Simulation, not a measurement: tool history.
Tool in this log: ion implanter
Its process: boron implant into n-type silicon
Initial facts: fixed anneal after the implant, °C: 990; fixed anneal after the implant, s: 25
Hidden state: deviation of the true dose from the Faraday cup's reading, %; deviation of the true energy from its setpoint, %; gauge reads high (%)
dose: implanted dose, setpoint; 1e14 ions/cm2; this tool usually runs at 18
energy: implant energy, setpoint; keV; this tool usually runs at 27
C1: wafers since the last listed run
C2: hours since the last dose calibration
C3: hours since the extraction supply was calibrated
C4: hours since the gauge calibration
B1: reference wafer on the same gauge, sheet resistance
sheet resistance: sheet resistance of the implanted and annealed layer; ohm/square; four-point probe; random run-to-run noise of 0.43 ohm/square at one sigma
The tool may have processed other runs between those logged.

run 1 day=0 | dose=18 energy=27 | C1=0 C2=1232.9 C3=2345.5 C4=1142.1 | B1=85.31 | sheet_resistance=74.78
run 2 day=2.046 | dose=19.7 energy=27 | C1=921 C2=1282 C3=2394.6 C4=1191.2 | B1=85.51 | sheet_resistance=70.51
run 3 day=4.562 | dose=19.7 energy=27 | C1=1133 C2=1342.4 C3=2455 C4=1251.6 | B1=85.35 | sheet_resistance=70.33
-- day=4.6 gauge calibrated
run 4 day=7.275 | dose=21.31 energy=27 | C1=1221 C2=1407.5 C3=2520.1 C4=64.2 | B1=85.43 | sheet_resistance=67.8
run 5 day=9.246 | dose=18 energy=22 | C1=887 C2=1454.8 C3=2567.4 C4=111.5 | B1=85.45 | sheet_resistance=77.58
run 6 day=11.988 | dose=18 energy=27 | C1=1234 C2=1520.6 C3=2633.2 C4=177.3 | B1=85.61 | sheet_resistance=74.73
run 7 day=14.254 | dose=18 energy=27 | C1=1020 C2=1575 C3=2687.6 C4=231.7 | B1=85.49 | sheet_resistance=74.36
run 8 day=15.617 | dose=18 energy=27 | C1=613 C2=1607.7 C3=2720.3 C4=264.4 | B1=85.55 | sheet_resistance=75.2
-- day=16.375 extraction supply calibrated
run 9 day=17.988 | dose=18 energy=27 | C1=917 C2=1664.6 C3=38.7 C4=321.3 | B1=85.56 | sheet_resistance=75.3
run 10 day=20.483 | dose=18 energy=27 | C1=1124 C2=1724.5 C3=98.6 C4=381.2 | B1=85.35 | sheet_resistance=74.97
run 11 day=23.392 | dose=18 energy=27 | C1=1309 C2=1794.3 C3=168.4 C4=451 | B1=85.42 | sheet_resistance=75.27
run 12 day=24.462 | dose=18 energy=27 | C1=482 C2=1820 C3=194.1 C4=476.7 | B1=85.44 | sheet_resistance=75.4
run 13 day=25.954 | dose=18 energy=33.5 | C1=671 C2=1855.8 C3=229.9 C4=512.5 | B1=85.55 | sheet_resistance=72.63
run 14 day=28.742 | dose=20.82 energy=32 | C1=1255 C2=1922.7 C3=296.8 C4=579.4 | B1=85.47 | sheet_resistance=66.66
run 15 day=30.483 | dose=20.28 energy=27 | C1=784 C2=1964.5 C3=338.6 C4=621.2 | B1=85.47 | sheet_resistance=70.32
run 16 day=32.917 | dose=19.65 energy=32 | C1=1095 C2=2022.9 C3=397 C4=679.6 | B1=85.51 | sheet_resistance=69.46
run 17 day=35.838 | dose=18 energy=27 | C1=1315 C2=2093 C3=467.1 C4=749.7 | B1=85.5 | sheet_resistance=75.4
run 18 day=37.388 | dose=19.64 energy=32 | C1=698 C2=2130.2 C3=504.3 C4=786.9 | B1=85.58 | sheet_resistance=69.84
run 19 day=38.629 | dose=21.01 energy=27 | C1=559 C2=2160 C3=534.1 C4=816.7 | B1=85.41 | sheet_resistance=69.25
run 20 day=39.938 | dose=18 energy=19 | C1=589 C2=2191.4 C3=565.5 C4=848.1 | B1=85.42 | sheet_resistance=81.99
run 21 day=41.029 | dose=22.84 energy=22.5 | C1=491 C2=2217.6 C3=591.7 C4=874.3 | B1=85.4 | sheet_resistance=68.74
run 22 day=43.275 | dose=15.01 energy=30.5 | C1=1011 C2=2271.5 C3=645.6 C4=928.2 | B1=85.51 | sheet_resistance=84.04
run 23 day=45.504 | dose=18 energy=27 | C1=1004 C2=2325 C3=699.1 C4=981.7 | B1=85.37 | sheet_resistance=76.21
run 24 day=47.567 | dose=20.2 energy=31.5 | C1=928 C2=2374.5 C3=748.6 C4=1031.2 | B1=85.55 | sheet_resistance=69.12
run 25 day=49.446 | dose=14.35 energy=23.5 | C1=846 C2=2419.6 C3=793.7 C4=1076.3 | B1=85.49 | sheet_resistance=90.34
run 26 day=51.171 | dose=18 energy=27 | C1=776 C2=2461 C3=835.1 C4=1117.7 | B1=85.28 | sheet_resistance=76.77
-- day=53.854 Faraday cup replaced and dose calibrated
run 27 day=53.875 | dose=20.42 energy=19.5 | C1=1067 C2=0.5 C3=900 C4=1182.6 | B1=85.35 | sheet_resistance=75.25
run 28 day=55.183 | dose=18 energy=34.5 | C1=589 C2=31.9 C3=931.4 C4=1214 | B1=85.29 | sheet_resistance=71.93
-- day=56.938 gauge calibrated
run 29 day=58.162 | dose=18 energy=19.5 | C1=1341 C2=103.4 C3=1002.9 C4=29.4 | B1=85.37 | sheet_resistance=79.56
run 30 day=60.192 | dose=18 energy=34 | C1=913 C2=152.1 C3=1051.6 C4=78.1 | B1=85.46 | sheet_resistance=72.66
run 31 day=62.225 | dose=20.26 energy=27 | C1=915 C2=200.9 C3=1100.4 C4=126.9 | B1=85.41 | sheet_resistance=68.85
run 32 day=64.596 | dose=20.77 energy=22 | C1=1067 C2=257.8 C3=1157.3 C4=183.8 | B1=85.5 | sheet_resistance=71.65
run 33 day=66.588 | dose=14.95 energy=19.5 | C1=897 C2=305.6 C3=1205.1 C4=231.6 | B1=85.54 | sheet_resistance=89.12
run 34 day=67.762 | dose=18 energy=27 | C1=529 C2=333.8 C3=1233.3 C4=259.8 | B1=85.3 | sheet_resistance=73.91
run 35 day=69.696 | dose=14.75 energy=24 | C1=870 C2=380.2 C3=1279.7 C4=306.2 | B1=85.36 | sheet_resistance=86.69
run 36 day=71.296 | dose=14.93 energy=27 | C1=720 C2=418.6 C3=1318.1 C4=344.6 | B1=85.48 | sheet_resistance=83.22
run 37 day=73.829 | dose=18 energy=27 | C1=1141 C2=479.4 C3=1378.9 C4=405.4 | B1=85.41 | sheet_resistance=73.8

Forecast each of these 4 alternatives for the next run:
run A day=73.846 | dose=18 energy=27 | C1=7 C2=479.8 C3=1379.3 C4=405.8 | B1=? | sheet_resistance=?
run B day=73.846 | dose=22.47 energy=19 | C1=7 C2=479.8 C3=1379.3 C4=405.8 | B1=? | sheet_resistance=?
run C day=73.846 | dose=13.7 energy=27 | C1=7 C2=479.8 C3=1379.3 C4=405.8 | B1=? | sheet_resistance=?
run D day=73.846 | dose=22.07 energy=32.5 | C1=7 C2=479.8 C3=1379.3 C4=405.8 | B1=? | sheet_resistance=?

run=A B1=85.39 sheet_resistance=74.79
run=B B1=85.39 sheet_resistance=72.98
run=C B1=85.39 sheet_resistance=90.18
run=D B1=85.39 sheet_resistance=63.75
What these runs would have given with no unlogged condition in the tool:
run=A sheet_resistance=74.1
run=B sheet_resistance=72.55
run=C sheet_resistance=89.22
run=D sheet_resistance=63.18
